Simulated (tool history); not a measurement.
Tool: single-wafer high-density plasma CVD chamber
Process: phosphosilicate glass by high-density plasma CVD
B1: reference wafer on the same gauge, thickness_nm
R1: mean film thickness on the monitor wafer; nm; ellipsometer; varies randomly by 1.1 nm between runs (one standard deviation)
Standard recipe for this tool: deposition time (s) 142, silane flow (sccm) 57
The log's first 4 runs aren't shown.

{"run": 5, "hour": 61.0, "deposition time (s)": 142, "silane flow (sccm)": 57, "B1": 834.07, "R1": 726.542}
{"run": 6, "hour": 72.6, "deposition time (s)": 142, "silane flow (sccm)": 57, "B1": 834.034, "R1": 724.815}
{"run": 7, "hour": 89.0, "deposition time (s)": 142, "silane flow (sccm)": 57, "B1": 833.914, "R1": 727.154}
{"run": 8, "hour": 100.0, "deposition time (s)": 142, "silane flow (sccm)": 57, "B1": 834.139, "R1": 726.084}
{"run": 9, "hour": 114.7, "deposition time (s)": 142, "silane flow (sccm)": 57, "B1": 833.32, "R1": 727.156}
{"run": 10, "hour": 142.0, "deposition time (s)": 142, "silane flow (sccm)": 57, "B1": 834.165, "R1": 725.708}
{"run": 11, "hour": 153.4, "deposition time (s)": 142, "silane flow (sccm)": 57, "B1": 833.714, "R1": 726.777}
{"run": 12, "hour": 167.6, "deposition time (s)": 150, "silane flow (sccm)": 50, "B1": 833.951, "R1": 689.76}
{"run": 13, "hour": 174.5, "deposition time (s)": 150, "silane flow (sccm)": 50, "B1": 834.73, "R1": 688.536}
{"run": 14, "hour": 190.6, "deposition time (s)": 150, "silane flow (sccm)": 50, "B1": 834.086, "R1": 688.944}
{"run": 15, "hour": 200.0, "deposition time (s)": 142, "silane flow (sccm)": 60, "B1": 833.967, "R1": 758.246}
{"run": 16, "hour": 212.6, "deposition time (s)": 142, "silane flow (sccm)": 60, "B1": 833.948, "R1": 757.56}
{"run": 17, "hour": 220.7, "deposition time (s)": 142, "silane flow (sccm)": 60, "B1": 834.062, "R1": 758.917}
{"run": 18, "hour": 234.9, "deposition time (s)": 124, "silane flow (sccm)": 57, "B1": 833.928, "R1": 634.004}
{"run": 19, "hour": 252.7, "deposition time (s)": 154, "silane flow (sccm)": 57, "B1": 834.428, "R1": 786.421}
{"run": 20, "hour": 266.4, "deposition time (s)": 154, "silane flow (sccm)": 57, "B1": 833.76, "R1": 788.497}
{"run": 21, "hour": 279.2, "deposition time (s)": 142, "silane flow (sccm)": 57, "B1": 834.122, "R1": 725.522}
{"run": 22, "hour": 287.4, "deposition time (s)": 142, "silane flow (sccm)": 57, "B1": 833.638, "R1": 726.51}
{"run": 23, "hour": 303.4, "deposition time (s)": 142, "silane flow (sccm)": 57, "B1": 833.937, "R1": 725.674}

Run 24 has not been measured yet. What should we expect?
{"run": 24, "hour": 312.3, "deposition time (s)": 157, "silane flow (sccm)": 66, "B1": "?", "R1": "?"}

B1: 833.813
R1: 908.021 nm
With the hidden condition absent and the run-to-run variation left alone, this run would have shown R1 957.533 nm.
